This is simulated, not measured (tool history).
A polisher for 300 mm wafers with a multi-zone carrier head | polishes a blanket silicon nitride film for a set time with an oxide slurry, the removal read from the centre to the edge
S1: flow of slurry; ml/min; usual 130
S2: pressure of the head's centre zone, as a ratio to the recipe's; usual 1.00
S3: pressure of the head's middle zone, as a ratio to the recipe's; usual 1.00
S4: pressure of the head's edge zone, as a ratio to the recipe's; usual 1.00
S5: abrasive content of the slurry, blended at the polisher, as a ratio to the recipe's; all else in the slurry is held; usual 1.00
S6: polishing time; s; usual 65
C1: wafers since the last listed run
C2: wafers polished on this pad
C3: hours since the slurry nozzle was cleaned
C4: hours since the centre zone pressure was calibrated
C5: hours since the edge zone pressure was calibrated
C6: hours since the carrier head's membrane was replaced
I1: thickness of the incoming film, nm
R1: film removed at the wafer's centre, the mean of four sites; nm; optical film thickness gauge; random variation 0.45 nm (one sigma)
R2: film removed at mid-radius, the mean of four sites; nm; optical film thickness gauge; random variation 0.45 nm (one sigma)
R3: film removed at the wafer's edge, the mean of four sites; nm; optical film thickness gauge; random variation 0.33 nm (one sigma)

| run | hour | S1 | S2 | S3 | S4 | S5 | S6 | C1 | C2 | C3 | C4 | C5 | C6 | I1 | R1 | R2 | R3 |
|---|---|---|---|---|---|---|---|---|---|---|---|---|---|---|---|---|---|
| 1 | 0.0 | 130 | 1.00 | 1.00 | 1.00 | 1.00 | 65 | 0 | 4031 | 3.5 | 40.4 | 133.4 | 310.7 | 501.8 | 33.2 | 31.4 | 34.1 |
| 2 | 98.1 | 130 | 1.00 | 1.00 | 1.00 | 1.00 | 65 | 1185 | 5217 | 101.6 | 138.5 | 231.5 | 408.8 | 509.8 | 33.1 | 30.7 | 33.8 |
|  | 106.8 | worn pad replaced by a new one |
| 3 | 138.5 | 130 | 1.00 | 1.00 | 1.00 | 1.00 | 47 | 440 | 383 | 142.0 | 178.9 | 271.9 | 449.2 | 513.3 | 23.3 | 22.5 | 24.5 |
| 4 | 193.0 | 130 | 1.00 | 1.00 | 1.00 | 1.00 | 47 | 658 | 1041 | 196.5 | 233.4 | 326.4 | 503.7 | 512.4 | 23.4 | 22.9 | 24.4 |
| 5 | 245.3 | 130 | 1.00 | 1.00 | 1.00 | 1.10 | 48 | 632 | 1674 | 248.8 | 285.7 | 378.7 | 556.0 | 507.5 | 24.4 | 23.7 | 25.8 |
|  | 293.9 | edge zone pressure recalibrated |
| 6 | 324.0 | 130 | 1.00 | 1.00 | 1.00 | 1.25 | 65 | 927 | 2601 | 327.5 | 364.4 | 30.1 | 634.7 | 512.5 | 36.5 | 34.1 | 37.2 |
|  | 369.6 | slurry nozzle cleaned |
| 7 | 406.7 | 130 | 1.00 | 1.00 | 1.00 | 1.25 | 65 | 987 | 3589 | 37.1 | 447.1 | 112.8 | 717.4 | 502.4 | 35.9 | 34.7 | 36.7 |
|  | 475.3 | worn pad replaced by a new one |
| 8 | 507.8 | 145 | 0.96 | 1.00 | 1.03 | 1.00 | 65 | 1173 | 393 | 138.2 | 548.2 | 213.9 | 818.5 | 507.4 | 32.2 | 31.1 | 35.1 |
| 9 | 605.2 | 100 | 1.00 | 1.00 | 0.95 | 0.80 | 65 | 1177 | 1570 | 235.6 | 645.6 | 311.3 | 915.9 | 499.0 | 27.1 | 25.8 | 28.2 |
| 10 | 689.0 | 130 | 0.91 | 1.00 | 0.89 | 1.00 | 65 | 1013 | 2583 | 319.4 | 729.4 | 395.1 | 999.7 | 509.1 | 29.8 | 31.2 | 32.0 |
|  | 708.5 | edge zone pressure recalibrated |
|  | 733.0 | slurry nozzle cleaned |
| 11 | 733.4 | 145 | 0.96 | 1.00 | 1.03 | 1.00 | 65 | 500 | 3084 | 0.4 | 773.8 | 24.9 | 1044.1 | 514.7 | 32.4 | 32.1 | 34.9 |
| 12 | 812.4 | 170 | 0.94 | 1.00 | 1.00 | 1.00 | 65 | 955 | 4039 | 79.4 | 852.8 | 103.9 | 1123.1 | 509.6 | 32.4 | 32.8 | 35.6 |
|  | 850.5 | worn pad replaced by a new one |
| 13 | 856.5 | 90 | 1.06 | 0.95 | 1.00 | 1.00 | 65 | 484 | 72 | 123.5 | 896.9 | 148.0 | 1167.2 | 502.4 | 29.9 | 26.6 | 31.6 |
|  | 868.2 | carrier head's membrane replaced by a new one |
|  | 870.8 | centre zone pressure recalibrated |
| 14 | 907.0 | 155 | 1.05 | 1.00 | 1.00 | 0.70 | 81 | 525 | 598 | 174.0 | 36.2 | 198.5 | 38.8 | 510.0 | 38.0 | 33.8 | 36.8 |
| 15 | 999.4 | 130 | 0.94 | 1.00 | 1.00 | 1.00 | 57 | 1117 | 1715 | 266.4 | 128.6 | 290.9 | 131.2 | 505.5 | 27.1 | 27.6 | 30.1 |
|  | 1086.2 | slurry nozzle cleaned |
| 16 | 1092.4 | 90 | 1.00 | 0.95 | 1.08 | 1.00 | 65 | 1112 | 2827 | 6.2 | 221.6 | 383.9 | 224.2 | 513.4 | 29.7 | 26.3 | 32.6 |
|  | 1134.8 | edge zone pressure recalibrated |
| 17 | 1166.0 | 130 | 0.94 | 0.95 | 1.00 | 1.00 | 65 | 865 | 3692 | 79.8 | 295.2 | 31.2 | 297.8 | 515.8 | 31.8 | 29.4 | 33.4 |
| 18 | 1224.9 | 130 | 1.00 | 1.00 | 1.00 | 1.00 | 65 | 712 | 4405 | 138.7 | 354.1 | 90.1 | 356.7 | 510.0 | 32.7 | 31.2 | 34.2 |
|  | 1237.7 | worn pad replaced by a new one |
| 19 | 1299.9 | 110 | 1.00 | 0.93 | 1.00 | 1.00 | 65 | 858 | 751 | 213.7 | 429.1 | 165.1 | 431.7 | 516.8 | 30.8 | 28.3 | 33.0 |

Run 20 comes next. What will it give?
| 20 | 1337.3 | 155 | 1.05 | 1.00 | 1.00 | 0.70 | 81 | 452 | 1203 | 251.1 | 466.5 | 202.5 | 469.1 | 509.6 | ? | ? | ? |

Run 20 gave R1 37.9 nm, R2 32.7 nm, R3 36.2 nm.
Without the tool's hidden state the same run would have given R1 37.9 nm, R2 32.7 nm, R3 36.2 nm.
